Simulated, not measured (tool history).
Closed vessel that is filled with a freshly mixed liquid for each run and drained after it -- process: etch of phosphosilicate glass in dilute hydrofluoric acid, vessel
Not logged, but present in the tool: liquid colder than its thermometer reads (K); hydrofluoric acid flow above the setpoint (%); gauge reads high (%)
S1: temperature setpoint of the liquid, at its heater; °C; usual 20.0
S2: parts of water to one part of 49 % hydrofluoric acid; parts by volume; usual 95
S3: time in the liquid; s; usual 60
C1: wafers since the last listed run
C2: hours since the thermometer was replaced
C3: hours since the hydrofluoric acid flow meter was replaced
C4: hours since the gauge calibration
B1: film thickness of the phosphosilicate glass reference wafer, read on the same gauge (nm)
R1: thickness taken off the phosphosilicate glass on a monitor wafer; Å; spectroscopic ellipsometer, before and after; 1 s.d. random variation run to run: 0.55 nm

run,hour,S1,S2,S3,C1,C2,C3,C4,B1,R1
1,0.0,24.0,95,60,0,1904.0,1311.1,393.9,80.00,933.4
2,13.3,24.0,95,60,1557,1917.3,1324.4,407.2,80.01,932.9
3,23.5,20.0,95,60,1194,1927.5,1334.6,417.4,80.00,797.7
4,36.9,20.0,95,60,1569,1940.9,1348.0,430.8,80.04,801.3
5,44.8,20.0,95,60,925,1948.8,1355.9,438.7,80.02,801.3
6,54.2,20.0,95,60,1100,1958.2,1365.3,448.1,80.03,787.0
7,69.5,20.0,95,60,1791,1973.5,1380.6,463.4,79.99,794.3
8,79.9,20.0,95,60,1217,1983.9,1391.0,473.8,80.00,791.2
9,95.3,20.0,95,60,1803,1999.3,1406.4,489.2,80.01,799.4
# hour 120.9: hydrofluoric acid flow meter replaced
# hour 125.5: gauge calibrated
10,126.5,20.0,95,60,3536,2030.5,5.6,1.0,80.00,692.5
11,144.4,20.0,95,60,2096,2048.4,23.5,18.9,80.01,684.1
12,152.2,20.0,95,60,913,2056.2,31.3,26.7,80.00,683.1
13,169.1,20.0,95,60,1979,2073.1,48.2,43.6,80.01,693.5
14,175.2,20.0,95,60,714,2079.2,54.3,49.7,79.98,691.1
15,184.4,20.0,95,60,1077,2088.4,63.5,58.9,79.99,679.3
16,196.1,22.0,95,30,1370,2100.1,75.2,70.6,80.02,377.6
17,209.3,20.0,70,60,1545,2113.3,88.4,83.8,80.02,969.7
18,225.1,20.0,95,60,1850,2129.1,104.2,99.6,79.99,691.0
19,242.8,20.0,110,90,2072,2146.8,121.9,117.3,80.02,893.3
20,256.4,17.0,120,40,1592,2160.4,135.5,130.9,79.99,317.8
21,268.5,20.0,50,60,1417,2172.5,147.6,143.0,80.00,1409.0
# hour 270.0: thermometer replaced
22,285.9,21.5,135,60,1920,15.9,165.0,160.4,80.01,499.9
23,302.4,20.0,45,60,1932,32.4,181.5,176.9,80.00,1552.4
24,309.8,20.0,120,90,866,39.8,188.9,184.3,80.00,800.5
25,323.0,20.0,95,60,1545,53.0,202.1,197.5,80.01,705.5
26,329.0,17.0,95,60,702,59.0,208.1,203.5,80.03,615.2
27,343.6,20.0,130,80,1709,73.6,222.7,218.1,80.01,668.7
28,358.7,17.5,110,75,1768,88.7,237.8,233.2,80.00,672.3
29,365.7,17.0,110,60,819,95.7,244.8,240.2,79.97,536.3
30,382.5,24.0,95,45,1967,112.5,261.6,257.0,80.03,618.2
31,394.6,17.0,115,95,1417,124.6,273.7,269.1,79.99,794.9
32,403.7,23.0,135,70,1065,133.7,282.8,278.2,80.01,625.5
33,416.1,20.0,95,60,1452,146.1,295.2,290.6,80.04,702.8

What differs in the tool's unlogged condition from the final listed run ahead of each entry between runs to the first listed run following it?
Runs 9 to 10: hydrofluoric acid flow meter replaced (hour 120.9); gauge calibrated (hour 125.5)
  hydrofluoric acid flow above the setpoint (%): 15.5 -> 0.989
  measured value less the no-hidden-state value, R1: +117.4 -> +7.5 Å
Runs 21 to 22: thermometer replaced (hour 270.0)
  hydrofluoric acid flow above the setpoint (%): 2.3 -> 2.46
  measured value less the no-hidden-state value, R1: +33.4 -> +13.7 Å
